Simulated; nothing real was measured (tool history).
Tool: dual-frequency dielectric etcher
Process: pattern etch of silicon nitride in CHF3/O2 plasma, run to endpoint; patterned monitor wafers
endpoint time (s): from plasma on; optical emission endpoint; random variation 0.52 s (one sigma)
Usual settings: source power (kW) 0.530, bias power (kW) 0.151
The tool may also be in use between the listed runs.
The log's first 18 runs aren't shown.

run,hour,source power (kW),bias power (kW),wafers since the last listed run,hours since the last wet clean,hours since the last source power generator calibration,hours since the last bias power generator calibration,hours since the last upper electrode change,"incoming incoming film thickness, nm",endpoint time (s)
# hour 257.4: bias power generator calibrated
19,257.9,0.650,0.151,50,26.9,1822.3,0.5,22.7,81.7,53.2
# hour 266.5: source power generator calibrated
20,271.9,0.530,0.174,98,40.9,5.4,14.5,36.7,81.6,56.0
21,280.3,0.530,0.151,82,49.3,13.8,22.9,45.1,82.6,59.3
22,292.0,0.480,0.151,115,61.0,25.5,34.6,56.8,81.3,60.3
23,307.2,0.440,0.189,149,76.2,40.7,49.8,72.0,82.0,58.7
24,323.0,0.530,0.118,155,92.0,56.5,65.6,87.8,81.7,63.2
25,332.1,0.590,0.151,89,101.1,65.6,74.7,96.9,81.9,55.5
26,339.3,0.420,0.180,70,108.3,72.8,81.9,104.1,81.5,60.9
27,345.7,0.410,0.113,62,114.7,79.2,88.3,110.5,81.5,72.3
28,354.8,0.530,0.151,89,123.8,88.3,97.4,119.6,82.4,58.5
29,374.1,0.590,0.129,189,143.1,107.6,116.7,138.9,82.6,60.1
30,423.5,0.530,0.151,486,192.5,157.0,166.1,188.3,82.2,59.4
31,439.7,0.530,0.151,159,208.7,173.2,182.3,204.5,82.3,59.5
32,457.6,0.480,0.114,176,226.6,191.1,200.2,222.4,82.3,67.8

Forecast each of these 3 alternatives for the next run:
A,458.0,0.530,0.151,3,227.0,191.5,200.6,222.8,80.8,?
B,458.0,0.410,0.168,3,227.0,191.5,200.6,222.8,80.8,?
C,458.0,0.480,0.164,3,227.0,191.5,200.6,222.8,80.8,?

run,endpoint time (s)
A,59.1
B,63.6
C,59.9
Without the tool's hidden state the same runs would have given:
run,endpoint time (s)
A,58.1
B,62.4
C,58.9
